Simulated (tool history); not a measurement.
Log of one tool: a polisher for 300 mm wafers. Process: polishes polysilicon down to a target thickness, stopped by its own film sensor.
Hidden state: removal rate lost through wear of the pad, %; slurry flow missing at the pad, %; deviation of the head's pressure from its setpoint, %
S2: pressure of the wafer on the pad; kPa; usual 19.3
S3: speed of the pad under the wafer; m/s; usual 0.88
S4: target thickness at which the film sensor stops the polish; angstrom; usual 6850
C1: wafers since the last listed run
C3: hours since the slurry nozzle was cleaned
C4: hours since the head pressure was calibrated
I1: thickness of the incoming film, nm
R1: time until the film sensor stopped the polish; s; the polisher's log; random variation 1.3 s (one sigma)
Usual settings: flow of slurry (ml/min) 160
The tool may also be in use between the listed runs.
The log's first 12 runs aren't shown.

{"run": 13, "hour": 303.3, "flow of slurry (ml/min)": 160, "S2": 14.5, "S3": 0.88, "S4": 6850, "C1": 240, "wafers polished on this pad": 959, "C3": 821.1, "C4": 1086.3, "I1": 1268.1, "R1": 120.8}
{"hour": 317.9, "done": "slurry nozzle cleaned"}
{"hour": 333.0, "done": "worn pad replaced by a new one, repeated, since the last time left the tool worse"}
{"run": 14, "hour": 333.5, "flow of slurry (ml/min)": 185, "S2": 22.8, "S3": 0.88, "S4": 6850, "C1": 185, "wafers polished on this pad": 3, "C3": 15.6, "C4": 1116.5, "I1": 1252.7, "R1": 64.3}
{"run": 15, "hour": 361.1, "flow of slurry (ml/min)": 185, "S2": 22.8, "S3": 0.88, "S4": 6850, "C1": 203, "wafers polished on this pad": 206, "C3": 43.2, "C4": 1144.1, "I1": 1280.2, "R1": 69.0}
{"run": 16, "hour": 393.8, "flow of slurry (ml/min)": 185, "S2": 22.8, "S3": 0.88, "S4": 6850, "C1": 240, "wafers polished on this pad": 447, "C3": 75.9, "C4": 1176.8, "I1": 1285.4, "R1": 69.4}
{"hour": 427.2, "done": "head pressure recalibrated"}
{"hour": 481.5, "done": "worn pad replaced by a new one"}
{"run": 17, "hour": 483.3, "flow of slurry (ml/min)": 160, "S2": 19.3, "S3": 0.88, "S4": 5540, "C1": 614, "wafers polished on this pad": 13, "C3": 165.4, "C4": 56.1, "I1": 1280.0, "R1": 99.2}
{"run": 18, "hour": 509.3, "flow of slurry (ml/min)": 160, "S2": 13.1, "S3": 1.14, "S4": 4980, "C1": 191, "wafers polished on this pad": 205, "C3": 191.4, "C4": 82.1, "I1": 1252.2, "R1": 119.6}
{"run": 19, "hour": 535.2, "flow of slurry (ml/min)": 160, "S2": 19.3, "S3": 0.88, "S4": 6850, "C1": 190, "wafers polished on this pad": 395, "C3": 217.3, "C4": 108.0, "I1": 1262.3, "R1": 80.4}
{"run": 20, "hour": 553.9, "flow of slurry (ml/min)": 160, "S2": 19.3, "S3": 0.88, "S4": 6850, "C1": 137, "wafers polished on this pad": 533, "C3": 236.0, "C4": 126.7, "I1": 1268.2, "R1": 80.5}
{"run": 21, "hour": 582.1, "flow of slurry (ml/min)": 160, "S2": 19.3, "S3": 1.0, "S4": 6850, "C1": 207, "wafers polished on this pad": 741, "C3": 264.2, "C4": 154.9, "I1": 1274.5, "R1": 71.1}
{"run": 22, "hour": 596.5, "flow of slurry (ml/min)": 125, "S2": 15.9, "S3": 0.96, "S4": 7700, "C1": 106, "wafers polished on this pad": 847, "C3": 278.6, "C4": 169.3, "I1": 1282.5, "R1": 82.5}
{"run": 23, "hour": 614.6, "flow of slurry (ml/min)": 205, "S2": 24.8, "S3": 0.88, "S4": 6850, "C1": 133, "wafers polished on this pad": 980, "C3": 296.7, "C4": 187.4, "I1": 1285.0, "R1": 65.0}
{"hour": 638.2, "done": "worn pad replaced by a new one"}
{"run": 24, "hour": 641.1, "flow of slurry (ml/min)": 115, "S2": 14.5, "S3": 0.7, "S4": 8680, "C1": 165, "wafers polished on this pad": 21, "C3": 323.2, "C4": 213.9, "I1": 1249.4, "R1": 90.4}
{"run": 25, "hour": 669.3, "flow of slurry (ml/min)": 210, "S2": 14.5, "S3": 0.88, "S4": 6850, "C1": 207, "wafers polished on this pad": 228, "C3": 351.4, "C4": 242.1, "I1": 1258.1, "R1": 98.3}
{"run": 26, "hour": 701.4, "flow of slurry (ml/min)": 160, "S2": 19.3, "S3": 0.88, "S4": 6850, "C1": 236, "wafers polished on this pad": 465, "C3": 383.5, "C4": 274.2, "I1": 1271.5, "R1": 81.3}
{"run": 27, "hour": 725.4, "flow of slurry (ml/min)": 185, "S2": 22.8, "S3": 0.88, "S4": 6850, "C1": 176, "wafers polished on this pad": 641, "C3": 407.5, "C4": 298.2, "I1": 1285.0, "R1": 69.6}
{"run": 28, "hour": 744.2, "flow of slurry (ml/min)": 160, "S2": 19.3, "S3": 0.88, "S4": 6850, "C1": 138, "wafers polished on this pad": 780, "C3": 426.3, "C4": 317.0, "I1": 1277.2, "R1": 81.7}
{"run": 29, "hour": 774.4, "flow of slurry (ml/min)": 160, "S2": 23.4, "S3": 0.88, "S4": 6850, "C1": 222, "wafers polished on this pad": 1002, "C3": 456.5, "C4": 347.2, "I1": 1280.1, "R1": 70.2}
{"hour": 800.2, "done": "worn pad replaced by a new one"}
{"run": 30, "hour": 809.7, "flow of slurry (ml/min)": 160, "S2": 25.5, "S3": 0.88, "S4": 5930, "C1": 230, "wafers polished on this pad": 70, "C3": 491.8, "C4": 382.5, "I1": 1272.3, "R1": 71.1}
{"run": 31, "hour": 826.0, "flow of slurry (ml/min)": 160, "S2": 19.3, "S3": 0.88, "S4": 5500, "C1": 120, "wafers polished on this pad": 190, "C3": 508.1, "C4": 398.8, "I1": 1251.9, "R1": 95.3}
{"run": 32, "hour": 851.9, "flow of slurry (ml/min)": 175, "S2": 24.8, "S3": 0.78, "S4": 8260, "C1": 190, "wafers polished on this pad": 381, "C3": 534.0, "C4": 424.7, "I1": 1249.5, "R1": 50.5}
{"run": 33, "hour": 871.0, "flow of slurry (ml/min)": 160, "S2": 19.3, "S3": 0.88, "S4": 6850, "C1": 140, "wafers polished on this pad": 521, "C3": 553.1, "C4": 443.8, "I1": 1285.4, "R1": 80.9}

Forecast each of these 4 alternatives for the next run:
{"run": "A", "hour": 871.4, "flow of slurry (ml/min)": 160, "S2": 19.3, "S3": 0.88, "S4": 7610, "C1": 2, "wafers polished on this pad": 524, "C3": 553.5, "C4": 444.2, "I1": 1270.4, "R1": "?"}
{"run": "B", "hour": 871.4, "flow of slurry (ml/min)": 135, "S2": 21.4, "S3": 0.88, "S4": 6850, "C1": 2, "wafers polished on this pad": 524, "C3": 553.5, "C4": 444.2, "I1": 1270.4, "R1": "?"}
{"run": "C", "hour": 871.4, "flow of slurry (ml/min)": 160, "S2": 22.8, "S3": 0.72, "S4": 8430, "C1": 2, "wafers polished on this pad": 524, "C3": 553.5, "C4": 444.2, "I1": 1270.4, "R1": "?"}
{"run": "D", "hour": 871.4, "flow of slurry (ml/min)": 160, "S2": 19.3, "S3": 0.88, "S4": 7730, "C1": 2, "wafers polished on this pad": 524, "C3": 553.5, "C4": 444.2, "I1": 1270.4, "R1": "?"}

run=A R1=71.1
run=B R1=75.4
run=C R1=61.8
run=D R1=69.4
Without the tool's hidden state the same runs would have given:
run=A R1=70.0
run=B R1=74.3
run=C R1=60.9
run=D R1=68.3
